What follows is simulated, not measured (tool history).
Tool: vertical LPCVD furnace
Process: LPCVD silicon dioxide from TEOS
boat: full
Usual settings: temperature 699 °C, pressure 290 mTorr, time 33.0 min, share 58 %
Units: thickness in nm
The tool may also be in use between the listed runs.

run,hour,temperature,pressure,time,share,wafers since the last listed run,hours since the last temperature calibration,hours since the pressure gauge was zeroed,hours since the TEOS flow controller was replaced,hours since the gauge calibration,"read-back reference wafer on the same gauge, thickness",thickness
1,0.0,699,315,33.0,58,0,3690.8,1560.6,2069.8,315.7,201.13,223.71
2,48.5,699,315,33.0,58,593,3739.3,1609.1,2118.3,364.2,200.90,222.70
3,99.0,699,290,33.0,58,617,3789.8,1659.6,2168.8,414.7,201.06,212.63
4,145.0,699,290,33.0,58,562,3835.8,1705.6,2214.8,460.7,200.90,213.46
5,189.4,699,290,33.0,58,542,3880.2,1750.0,2259.2,505.1,200.90,213.13
6,217.7,699,340,33.0,58,346,3908.5,1778.3,2287.5,533.4,200.96,231.49
7,245.8,699,340,33.0,58,343,3936.6,1806.4,2315.6,561.5,201.18,232.93
8,312.6,699,340,33.0,58,816,4003.4,1873.2,2382.4,628.3,200.75,231.68
9,368.7,699,305,33.0,58,686,4059.5,1929.3,2438.5,684.4,200.95,219.16
10,393.5,699,305,33.0,58,303,4084.3,1954.1,2463.3,709.2,201.21,219.07
11,431.1,699,305,33.0,58,459,4121.9,1991.7,2500.9,746.8,200.73,218.31
12,478.6,699,290,33.0,58,580,4169.4,2039.2,2548.4,794.3,201.10,212.63
13,591.6,699,290,33.0,58,1381,4282.4,2152.2,2661.4,907.3,200.97,215.12
# hour 639.7: thermocouples replaced and temperature profile calibrated
# hour 661.8: TEOS flow controller replaced
14,662.3,699,290,29.5,58,301,22.6,2222.9,0.5,978.0,201.08,184.10
15,689.2,699,290,33.0,58,328,49.5,2249.8,27.4,1004.9,201.17,205.06
# hour 721.4: gauge calibrated
16,760.8,699,290,33.0,58,875,121.1,2321.4,99.0,39.4,200.96,204.77
# hour 816.1: pressure gauge zeroed
17,818.0,711,250,33.0,58,405,178.3,1.9,156.2,96.6,200.99,255.40
18,856.2,699,290,33.0,58,467,216.5,40.1,194.4,134.8,201.22,209.14
19,927.9,699,290,28.5,58,876,288.2,111.8,266.1,206.5,200.97,179.30
20,1078.7,699,235,33.0,52,1844,439.0,262.6,416.9,357.3,201.15,175.97
21,1128.9,694,290,33.0,58,613,489.2,312.8,467.1,407.5,201.06,184.94
22,1184.9,695,265,24.5,69,684,545.2,368.8,523.1,463.5,201.07,146.47
23,1247.5,690,290,26.5,50,765,607.8,431.4,585.7,526.1,200.96,124.86
24,1334.7,693,220,41.0,51,1066,695.0,518.6,672.9,613.3,200.90,182.98
25,1394.4,710,250,20.0,50,730,754.7,578.3,732.6,673.0,200.97,139.62
26,1445.9,709,355,33.0,58,629,806.2,629.8,784.1,724.5,200.98,289.91
27,1513.9,709,290,33.0,65,831,874.2,697.8,852.1,792.5,201.27,277.43
28,1572.3,699,290,43.5,52,714,932.6,756.2,910.5,850.9,200.89,257.76
29,1607.7,707,290,28.5,58,432,968.0,791.6,945.9,886.3,201.15,215.73
30,1656.5,699,290,33.0,58,596,1016.8,840.4,994.7,935.1,200.88,207.66
31,1710.7,710,320,33.0,68,662,1071.0,894.6,1048.9,989.3,201.08,303.29

How the hidden state differs across the entries between the runs, from the last listed run before each to the first after it:
Between runs 13 and 14: thermocouples replaced and temperature profile calibrated (hour 639.7); TEOS flow controller replaced (hour 661.8)
  true tube temperature minus thermocouple reading, K: 2.3 -> 0.259; true pressure minus gauge reading, mTorr: -11 -> -11.4
  measured less the result without the state, thickness: +7.24 -> -2.59 nm
Between runs 15 and 16: gauge calibrated (hour 721.4)
  true tube temperature minus thermocouple reading, K: 0.259 -> 0.26; true pressure minus gauge reading, mTorr: -11.5 -> -11.9
  measured less the result without the state, thickness: -2.94 -> -3.09 nm
Between runs 16 and 17: pressure gauge zeroed (hour 816.1)
  true tube temperature minus thermocouple reading, K: 0.26 -> 0.262; true pressure minus gauge reading, mTorr: -11.9 -> -0.535
  measured less the result without the state, thickness: -3.09 -> +1.25 nm
